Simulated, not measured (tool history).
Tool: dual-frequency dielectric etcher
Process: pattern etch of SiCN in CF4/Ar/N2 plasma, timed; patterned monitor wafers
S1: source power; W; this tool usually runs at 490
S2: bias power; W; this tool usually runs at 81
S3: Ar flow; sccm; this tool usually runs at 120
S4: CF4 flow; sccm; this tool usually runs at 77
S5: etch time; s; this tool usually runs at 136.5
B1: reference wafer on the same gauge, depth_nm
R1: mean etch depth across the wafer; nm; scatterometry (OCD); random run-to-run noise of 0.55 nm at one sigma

Run 1, hour 0.0: usual settings; B1 140.1. Result: R1 133.6 nm.
Run 2, hour 15.3: usual settings; B1 140.0. Result: R1 132.7 nm.
Run 3, hour 42.0: usual settings; B1 140.0. Result: R1 133.5 nm.
Run 4, hour 61.2: usual settings but S4 63 sccm; B1 140.1. Result: R1 127.5 nm.
Run 5, hour 82.4: usual settings but S3 142 sccm; B1 140.1. Result: R1 130.9 nm.
Run 6, hour 106.2: usual settings but S3 108 sccm, S4 66 sccm; B1 139.9. Result: R1 131.0 nm.
Run 7, hour 121.0: usual settings but S3 108 sccm, S4 66 sccm; B1 140.1. Result: R1 131.3 nm.
At hour 130.3: gauge calibrated.
Run 8, hour 134.5: usual settings; B1 140.0. Result: R1 134.7 nm.
Run 9, hour 147.6: usual settings but S1 520 W, S3 104 sccm; B1 140.1. Result: R1 145.5 nm.
Run 10, hour 162.4: usual settings but S1 520 W, S3 104 sccm; B1 139.9. Result: R1 144.8 nm.
Run 11, hour 187.0: usual settings but S2 99 W, S5 171.5 s; B1 140.0. Result: R1 178.9 nm.
At hour 220.8: wet clean of the chamber.
Run 12, hour 221.3: usual settings but S2 87 W; B1 139.9. Result: R1 129.0 nm.
At hour 233.6: CF4 flow controller replaced.
Run 13, hour 234.1: usual settings but S2 73 W, S5 109.0 s; B1 140.1. Result: R1 99.1 nm.
At hour 240.3: bias power generator calibrated.
Run 14, hour 264.1: usual settings but S5 151.0 s; B1 140.0. Result: R1 140.8 nm.
At hour 298.7: upper electrode replaced, of another model than before.
Run 15, hour 301.6: usual settings but S1 400 W, S2 88 W, S3 104 sccm, S4 62 sccm; B1 139.9. Result: R1 100.5 nm.
At hour 311.0: Ar flow controller replaced.
Run 16, hour 316.7: usual settings but S3 147 sccm, S4 65 sccm; B1 140.0. Result: R1 118.7 nm.
At hour 325.0: source power generator calibrated.
Run 17, hour 342.6: usual settings but S1 580 W, S4 91 sccm; B1 140.1. Result: R1 161.3 nm.
Run 18, hour 362.9: usual settings but S1 520 W, S3 104 sccm; B1 140.0. Result: R1 140.7 nm.

What will run 19 give?
Run 19, hour 391.6: usual settings but S1 400 W, S3 106 sccm, S4 71 sccm, S5 115.0 s; B1 ?. Result: R1 ?.

{"run 19": {"B1": 140.0, "R1": 85.6}}
On a tool with no hidden condition, and with the same random variation, this run would have come out at R1 84.4 nm.

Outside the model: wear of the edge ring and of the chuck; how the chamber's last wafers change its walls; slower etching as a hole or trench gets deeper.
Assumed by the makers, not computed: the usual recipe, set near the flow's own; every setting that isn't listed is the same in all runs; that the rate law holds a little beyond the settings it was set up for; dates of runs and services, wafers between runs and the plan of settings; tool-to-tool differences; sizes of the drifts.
